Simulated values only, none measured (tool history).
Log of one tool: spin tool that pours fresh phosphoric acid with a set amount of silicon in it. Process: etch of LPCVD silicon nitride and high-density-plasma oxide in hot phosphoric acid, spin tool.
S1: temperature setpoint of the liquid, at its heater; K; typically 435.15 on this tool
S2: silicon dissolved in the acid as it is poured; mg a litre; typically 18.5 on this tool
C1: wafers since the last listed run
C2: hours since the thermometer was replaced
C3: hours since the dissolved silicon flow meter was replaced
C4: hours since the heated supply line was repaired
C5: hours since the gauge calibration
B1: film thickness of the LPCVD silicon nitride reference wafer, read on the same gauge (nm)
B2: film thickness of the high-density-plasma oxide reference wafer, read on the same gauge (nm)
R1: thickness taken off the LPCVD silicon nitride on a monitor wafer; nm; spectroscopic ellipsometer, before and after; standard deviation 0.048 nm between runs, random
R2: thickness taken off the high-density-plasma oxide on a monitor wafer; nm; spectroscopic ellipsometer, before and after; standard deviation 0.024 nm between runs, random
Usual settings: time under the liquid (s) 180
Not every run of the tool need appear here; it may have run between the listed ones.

run 1 hour=0.0 | S1=435.15 S2=18.5 time_under_the_liquid_(s)=180 | C1=0 C2=981.9 C3=1045.4 C4=2649.4 C5=644.9 | B1=79.99 B2=150.025 | R1=15.10 R2=0.868
run 2 hour=73.2 | S1=435.15 S2=18.5 time_under_the_liquid_(s)=180 | C1=428 C2=1055.1 C3=1118.6 C4=2722.6 C5=718.1 | B1=80.00 B2=150.003 | R1=15.12 R2=0.908
run 3 hour=136.3 | S1=435.15 S2=18.5 time_under_the_liquid_(s)=180 | C1=369 C2=1118.2 C3=1181.7 C4=2785.7 C5=781.2 | B1=79.99 B2=150.011 | R1=15.24 R2=0.984
run 4 hour=224.8 | S1=433.15 S2=18.5 time_under_the_liquid_(s)=180 | C1=517 C2=1206.7 C3=1270.2 C4=2874.2 C5=869.7 | B1=79.99 B2=150.019 | R1=14.23 R2=0.812
run 5 hour=313.0 | S1=433.15 S2=18.5 time_under_the_liquid_(s)=180 | C1=516 C2=1294.9 C3=1358.4 C4=2962.4 C5=957.9 | B1=79.98 B2=150.013 | R1=14.27 R2=0.790
run 6 hour=413.2 | S1=435.15 S2=13.5 time_under_the_liquid_(s)=245 | C1=586 C2=1395.1 C3=1458.6 C4=3062.6 C5=1058.1 | B1=79.96 B2=149.999 | R1=20.82 R2=1.445
-- hour=461.6 thermometer replaced
run 7 hour=498.4 | S1=435.15 S2=13.5 time_under_the_liquid_(s)=245 | C1=492 C2=36.8 C3=1543.8 C4=3147.8 C5=1143.3 | B1=80.03 B2=150.014 | R1=21.07 R2=1.503
run 8 hour=571.5 | S1=433.65 S2=13.0 time_under_the_liquid_(s)=180 | C1=427 C2=109.9 C3=1616.9 C4=3220.9 C5=1216.4 | B1=80.00 B2=150.000 | R1=14.68 R2=1.050
-- hour=614.2 thermometer replaced, repeated, since the last time left the tool worse
-- hour=759.2 heated supply line repaired
run 9 hour=764.9 | S1=435.15 S2=18.5 time_under_the_liquid_(s)=180 | C1=1120 C2=150.7 C3=1810.3 C4=5.7 C5=1409.8 | B1=79.99 B2=150.005 | R1=14.91 R2=0.921
-- hour=772.9 gauge calibrated
run 10 hour=836.2 | S1=436.15 S2=18.5 time_under_the_liquid_(s)=150 | C1=417 C2=222.0 C3=1881.6 C4=77.0 C5=63.3 | B1=79.99 B2=149.959 | R1=12.83 R2=0.821
run 11 hour=924.6 | S1=437.15 S2=18.5 time_under_the_liquid_(s)=230 | C1=517 C2=310.4 C3=1970.0 C4=165.4 C5=151.7 | B1=80.00 B2=149.970 | R1=20.58 R2=1.327
-- hour=927.8 dissolved silicon flow meter replaced
run 12 hour=1010.4 | S1=438.15 S2=4.5 time_under_the_liquid_(s)=275 | C1=496 C2=396.2 C3=82.6 C4=251.2 C5=237.5 | B1=79.98 B2=149.990 | R1=25.33 R2=2.444
run 13 hour=1087.9 | S1=435.15 S2=11.0 time_under_the_liquid_(s)=180 | C1=453 C2=473.7 C3=160.1 C4=328.7 C5=315.0 | B1=80.01 B2=150.002 | R1=14.99 R2=1.082
run 14 hour=1175.8 | S1=433.15 S2=32.5 time_under_the_liquid_(s)=210 | C1=514 C2=561.6 C3=248.0 C4=416.6 C5=402.9 | B1=79.99 B2=150.013 | R1=16.36 R2=0.590
run 15 hour=1247.3 | S1=433.15 S2=30.0 time_under_the_liquid_(s)=110 | C1=418 C2=633.1 C3=319.5 C4=488.1 C5=474.4 | B1=80.00 B2=150.035 | R1=8.61 R2=0.338

Forecast each of these 5 alternatives for the next run:
run A hour=1247.8 | S1=435.15 S2=18.5 time_under_the_liquid_(s)=180 | C1=2 C2=633.6 C3=320.0 C4=488.6 C5=474.9 | B1=? B2=? | R1=? R2=?
run B hour=1247.8 | S1=435.15 S2=23.0 time_under_the_liquid_(s)=255 | C1=2 C2=633.6 C3=320.0 C4=488.6 C5=474.9 | B1=? B2=? | R1=? R2=?
run C hour=1247.8 | S1=436.65 S2=10.5 time_under_the_liquid_(s)=135 | C1=2 C2=633.6 C3=320.0 C4=488.6 C5=474.9 | B1=? B2=? | R1=? R2=?
run D hour=1247.8 | S1=435.15 S2=31.5 time_under_the_liquid_(s)=75 | C1=2 C2=633.6 C3=320.0 C4=488.6 C5=474.9 | B1=? B2=? | R1=? R2=?
run E hour=1247.8 | S1=434.15 S2=27.5 time_under_the_liquid_(s)=180 | C1=2 C2=633.6 C3=320.0 C4=488.6 C5=474.9 | B1=? B2=? | R1=? R2=?

run=A B1=80.01 B2=149.987 R1=15.06 R2=0.927
run=B B1=80.01 B2=149.987 R1=21.33 R2=1.151
run=C B1=80.01 B2=149.987 R1=11.87 R2=0.946
run=D B1=80.01 B2=149.987 R1=6.27 R2=0.249
run=E B1=80.01 B2=149.987 R1=14.56 R2=0.649
Without the tool's hidden state the same runs would have given:
run=A R1=14.88 R2=0.903
run=B R1=21.08 R2=1.122
run=C R1=11.73 R2=0.922
run=D R1=6.20 R2=0.242
run=E R1=14.39 R2=0.632
